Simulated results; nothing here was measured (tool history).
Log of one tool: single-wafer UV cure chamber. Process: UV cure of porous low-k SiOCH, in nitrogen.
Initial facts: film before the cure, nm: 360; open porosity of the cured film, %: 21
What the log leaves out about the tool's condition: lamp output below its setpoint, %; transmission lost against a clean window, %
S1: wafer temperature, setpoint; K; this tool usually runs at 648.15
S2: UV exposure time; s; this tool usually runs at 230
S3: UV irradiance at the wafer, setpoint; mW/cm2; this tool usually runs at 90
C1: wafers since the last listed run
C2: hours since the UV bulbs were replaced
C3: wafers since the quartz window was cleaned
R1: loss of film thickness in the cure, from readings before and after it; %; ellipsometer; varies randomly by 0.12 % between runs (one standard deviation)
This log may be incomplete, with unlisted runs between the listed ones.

run 1 hour=0.0 | S1=648.15 S2=230 S3=90 | C1=0 C2=818.6 C3=2053 | R1=10.023
run 2 hour=50.4 | S1=648.15 S2=230 S3=90 | C1=324 C2=869.0 C3=2377 | R1=10.075
run 3 hour=97.0 | S1=648.15 S2=230 S3=90 | C1=299 C2=915.6 C3=2677 | R1=10.229
-- hour=126.4 quartz window cleaned
run 4 hour=166.2 | S1=648.15 S2=230 S3=90 | C1=393 C2=984.8 C3=255 | R1=10.294
run 5 hour=222.6 | S1=648.15 S2=140 S3=90 | C1=362 C2=1041.2 C3=618 | R1=8.177
run 6 hour=296.2 | S1=648.15 S2=230 S3=90 | C1=473 C2=1114.8 C3=1091 | R1=10.037
run 7 hour=354.7 | S1=648.15 S2=230 S3=90 | C1=376 C2=1173.3 C3=1467 | R1=10.300
run 8 hour=441.3 | S1=648.15 S2=230 S3=90 | C1=556 C2=1259.9 C3=2024 | R1=10.165
run 9 hour=525.6 | S1=648.15 S2=230 S3=90 | C1=542 C2=1344.2 C3=2566 | R1=10.212
-- hour=594.0 quartz window cleaned
run 10 hour=612.9 | S1=648.15 S2=230 S3=90 | C1=509 C2=1431.5 C3=121 | R1=10.242
run 11 hour=658.5 | S1=648.15 S2=230 S3=90 | C1=293 C2=1477.1 C3=414 | R1=10.402
run 12 hour=747.2 | S1=648.15 S2=230 S3=90 | C1=570 C2=1565.8 C3=985 | R1=10.109
run 13 hour=788.8 | S1=648.15 S2=230 S3=90 | C1=267 C2=1607.4 C3=1252 | R1=10.123
run 14 hour=883.5 | S1=648.15 S2=230 S3=90 | C1=608 C2=1702.1 C3=1861 | R1=10.219
run 15 hour=987.6 | S1=648.15 S2=230 S3=90 | C1=669 C2=1806.2 C3=2530 | R1=10.091
run 16 hour=1032.9 | S1=648.15 S2=230 S3=90 | C1=291 C2=1851.5 C3=2822 | R1=10.143
-- hour=1043.1 quartz window cleaned
run 17 hour=1112.9 | S1=648.15 S2=230 S3=90 | C1=462 C2=1931.5 C3=448 | R1=10.299
run 18 hour=1155.7 | S1=658.15 S2=230 S3=90 | C1=275 C2=1974.3 C3=723 | R1=10.352
run 19 hour=1202.6 | S1=648.15 S2=230 S3=90 | C1=301 C2=2021.2 C3=1025 | R1=10.198
run 20 hour=1242.5 | S1=632.15 S2=300 S3=108 | C1=256 C2=2061.1 C3=1281 | R1=11.965
run 21 hour=1326.7 | S1=648.15 S2=345 S3=90 | C1=541 C2=2145.3 C3=1823 | R1=12.210
run 22 hour=1415.8 | S1=640.15 S2=230 S3=90 | C1=572 C2=2234.4 C3=2396 | R1=9.826
-- hour=1452.0 UV bulbs replaced
run 23 hour=1477.3 | S1=648.15 S2=165 S3=51 | C1=343 C2=25.3 C3=2740 | R1=6.533
-- hour=1485.8 quartz window cleaned
run 24 hour=1516.0 | S1=633.15 S2=285 S3=127 | C1=197 C2=64.0 C3=194 | R1=12.480
run 25 hour=1621.7 | S1=663.15 S2=280 S3=69 | C1=679 C2=169.7 C3=873 | R1=10.089
run 26 hour=1683.0 | S1=648.15 S2=230 S3=65 | C1=394 C2=231.0 C3=1268 | R1=8.788
run 27 hour=1773.4 | S1=628.15 S2=130 S3=90 | C1=581 C2=321.4 C3=1849 | R1=7.590
run 28 hour=1844.8 | S1=659.15 S2=230 S3=90 | C1=459 C2=392.8 C3=2308 | R1=10.703
-- hour=1929.1 quartz window cleaned
run 29 hour=1942.0 | S1=654.15 S2=230 S3=116 | C1=573 C2=490.0 C3=83 | R1=11.193
run 30 hour=2000.2 | S1=648.15 S2=230 S3=90 | C1=374 C2=548.2 C3=457 | R1=10.180
run 31 hour=2054.0 | S1=654.15 S2=120 S3=90 | C1=345 C2=602.0 C3=803 | R1=7.513
run 32 hour=2112.0 | S1=663.15 S2=280 S3=69 | C1=372 C2=660.0 C3=1176 | R1=10.147
run 33 hour=2160.2 | S1=648.15 S2=230 S3=90 | C1=309 C2=708.2 C3=1485 | R1=10.507
run 34 hour=2197.4 | S1=648.15 S2=230 S3=90 | C1=239 C2=745.4 C3=1725 | R1=10.128
run 35 hour=2288.5 | S1=654.15 S2=265 S3=64 | C1=585 C2=836.5 C3=2310 | R1=9.536
run 36 hour=2342.8 | S1=636.15 S2=170 S3=90 | C1=349 C2=890.8 C3=2659 | R1=8.778

Hidden state, per run?
lamp output below its setpoint, %: 0, the same for each run
transmission lost against a clean window, %: 0, the same for each run
